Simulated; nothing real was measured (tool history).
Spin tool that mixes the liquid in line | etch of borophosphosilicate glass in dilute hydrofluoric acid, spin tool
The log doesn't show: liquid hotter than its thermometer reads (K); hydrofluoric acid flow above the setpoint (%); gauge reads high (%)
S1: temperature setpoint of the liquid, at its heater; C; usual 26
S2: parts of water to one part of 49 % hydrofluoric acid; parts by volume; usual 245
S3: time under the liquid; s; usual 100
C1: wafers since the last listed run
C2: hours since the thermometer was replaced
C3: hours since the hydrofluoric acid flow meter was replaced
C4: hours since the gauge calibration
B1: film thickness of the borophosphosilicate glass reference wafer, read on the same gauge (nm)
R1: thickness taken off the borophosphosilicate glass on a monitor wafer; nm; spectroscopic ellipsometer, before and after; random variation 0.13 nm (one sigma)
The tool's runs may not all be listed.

run	hour	S1	S2	S3	C1	C2	C3	C4	B1	R1
1	0.0	26	245	100	0	2492.6	688.7	109.9	129.98	23.75
2	24.5	26	245	100	211	2517.1	713.2	134.4	129.98	23.49
3	36.9	26	245	100	106	2529.5	725.6	146.8	130.00	23.77
4	52.3	26	245	100	132	2544.9	741.0	162.2	130.01	23.80
5	87.3	26	245	100	301	2579.9	776.0	197.2	130.00	23.91
6	104.8	26	245	100	150	2597.4	793.5	214.7	130.03	23.91
7	135.6	26	245	100	265	2628.2	824.3	245.5	129.98	24.13
# hour 142.4: hydrofluoric acid flow meter replaced
8	153.6	26	175	100	146	2646.2	11.2	263.5	130.00	33.26
9	168.9	26	175	100	131	2661.5	26.5	278.8	130.00	33.33
10	187.7	24	245	65	161	2680.3	45.3	297.6	130.01	13.27
11	215.8	26	245	100	242	2708.4	73.4	325.7	130.04	21.84

Run 12 comes next. What will it give?
12	231.7	26	180	155	136	2724.3	89.3	341.6	?	?

Run 12 gave B1 130.01, R1 50.07 nm.
Without the tool's hidden state the same run would have given R1 49.13 nm.

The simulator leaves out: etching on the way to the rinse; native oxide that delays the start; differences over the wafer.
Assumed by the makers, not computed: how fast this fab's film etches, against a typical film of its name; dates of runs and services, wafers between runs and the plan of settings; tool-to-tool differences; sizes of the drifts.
